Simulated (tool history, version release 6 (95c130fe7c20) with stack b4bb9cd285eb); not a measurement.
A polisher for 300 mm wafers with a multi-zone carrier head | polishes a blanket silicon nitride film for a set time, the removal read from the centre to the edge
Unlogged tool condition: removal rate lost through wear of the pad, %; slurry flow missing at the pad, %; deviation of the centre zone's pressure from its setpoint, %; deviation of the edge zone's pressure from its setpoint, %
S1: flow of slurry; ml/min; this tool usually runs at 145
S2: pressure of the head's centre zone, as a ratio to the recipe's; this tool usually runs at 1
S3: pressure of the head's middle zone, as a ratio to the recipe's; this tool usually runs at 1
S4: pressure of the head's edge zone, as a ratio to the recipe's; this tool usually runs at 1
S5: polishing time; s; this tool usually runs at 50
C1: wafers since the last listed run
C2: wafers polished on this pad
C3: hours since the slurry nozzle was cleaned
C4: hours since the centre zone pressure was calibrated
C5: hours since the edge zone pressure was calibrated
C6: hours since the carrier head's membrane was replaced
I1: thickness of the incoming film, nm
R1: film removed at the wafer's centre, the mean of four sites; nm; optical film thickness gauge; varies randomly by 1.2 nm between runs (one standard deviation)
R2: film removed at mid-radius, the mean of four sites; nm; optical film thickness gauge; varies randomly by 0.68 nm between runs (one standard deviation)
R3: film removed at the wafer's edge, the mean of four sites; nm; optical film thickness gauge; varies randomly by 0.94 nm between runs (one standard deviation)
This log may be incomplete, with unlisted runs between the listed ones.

run	hour	S1	S2	S3	S4	S5	C1	C2	C3	C4	C5	C6	I1	R1	R2	R3
1	0	145	0.96	1	1	50	0	491	3.5	701.6	1141.9	7.9	371.2	91.9	86.2	86.2
2	6.7	145	1.11	0.94	1.08	50	88	580	10.2	708.3	1148.6	14.6	373.6	107.7	83.3	87.6
# hour 12: centre zone pressure recalibrated
3	24.1	145	1	1	1	50	204	785	27.6	12.1	1166	32	377.2	84.5	85.9	84.3
# hour 40.9: worn pad replaced by a new one
4	41.4	145	1	1	1	50	176	6	44.9	29.4	1183.3	49.3	368.6	87.8	85.6	87
5	46.4	145	1	1.04	1	50	66	72	49.9	34.4	1188.3	54.3	370.3	88.1	88.9	85.5
6	55.9	145	1	1	1	50	126	199	59.4	43.9	1197.8	63.8	371.7	87.6	86.3	85.6
7	73.5	145	0.95	1	1	50	233	432	77	61.5	1215.4	81.4	362.2	82.7	86.2	85.5
# hour 75.7: edge zone pressure recalibrated
8	90.9	145	1	1	1	50	204	637	94.4	78.9	15.2	98.8	372	87.7	86.6	86.2
9	104.8	145	1	1	0.95	65	184	821	108.3	92.8	29.1	112.7	370	111.1	111.4	109.4
10	110.8	190	1	0.95	1.08	50	79	901	114.3	98.8	35.1	118.7	364.8	93.7	87.3	93.1
11	118.2	145	1	0.93	1	50	98	999	121.7	106.2	42.5	126.1	375.4	88.9	82.3	84.9
# hour 122.5: worn pad replaced by a new one
12	131.6	185	1.05	1	1.04	50	124	120	135.1	119.6	55.9	139.5	372.6	97.6	90.6	89.9
13	137.8	170	1.05	1.04	1	39	82	202	141.3	125.8	62.1	145.7	364.5	74.5	70.5	68.5
14	153.3	185	1	1	1	50	205	408	156.8	141.3	77.6	161.2	376.5	94.3	89.6	88.1
15	161.4	145	1	1	1	50	107	515	164.9	149.4	85.7	169.3	372.9	87.6	86.8	86.3
16	170.2	115	1	1.05	1	50	116	632	173.7	158.2	94.5	178.1	363.7	81.6	83.9	82.3
17	177.8	160	0.91	0.93	0.95	50	100	733	181.3	165.8	102.1	185.7	370.4	82	84	84.7
18	184.1	145	0.94	1.06	1.12	50	83	817	187.6	172.1	108.4	192	374.3	83.3	89.5	89.5
19	195.9	145	1	0.88	1	50	156	973	199.4	183.9	120.2	203.8	366.6	89.5	80.9	85.9
20	203.6	145	1	0.89	1	50	102	1076	207.1	191.6	127.9	211.5	371.5	89.1	80.2	85.2
# hour 210.2: worn pad replaced by a new one
21	210.7	145	1.1	0.97	1	50	41	6	214.2	198.7	135	218.6	365.4	95.2	84.5	87.3

Here are 5 independent what-if runs from the current tool condition. What would each one return?
A	211.1	145	1	1	1	45	5	11	214.6	199.1	135.4	219	373.5	?	?	?
B	211.1	145	1	1.03	0.96	50	5	11	214.6	199.1	135.4	219	373.5	?	?	?
C	211.1	120	1.12	1	1	61	5	11	214.6	199.1	135.4	219	373.5	?	?	?
D	211.1	145	0.92	1	1	50	5	11	214.6	199.1	135.4	219	373.5	?	?	?
E	211.1	115	1	1.07	1	62	5	11	214.6	199.1	135.4	219	373.5	?	?	?

run	R1	R2	R3
A	81.7	77.4	79.3
B	90.8	87.6	87
C	117.1	100.1	104.1
D	83.8	86	88.1
E	105.4	105.1	104.8
The same runs, with their run-to-run variation unchanged, on a tool lacking any hidden condition would have given:
run	R1	R2	R3
A	79.6	77.4	79.3
B	88.4	87.6	87
C	114.2	100.1	104.1
D	81.7	86	88.1
E	102.7	105.2	104.8
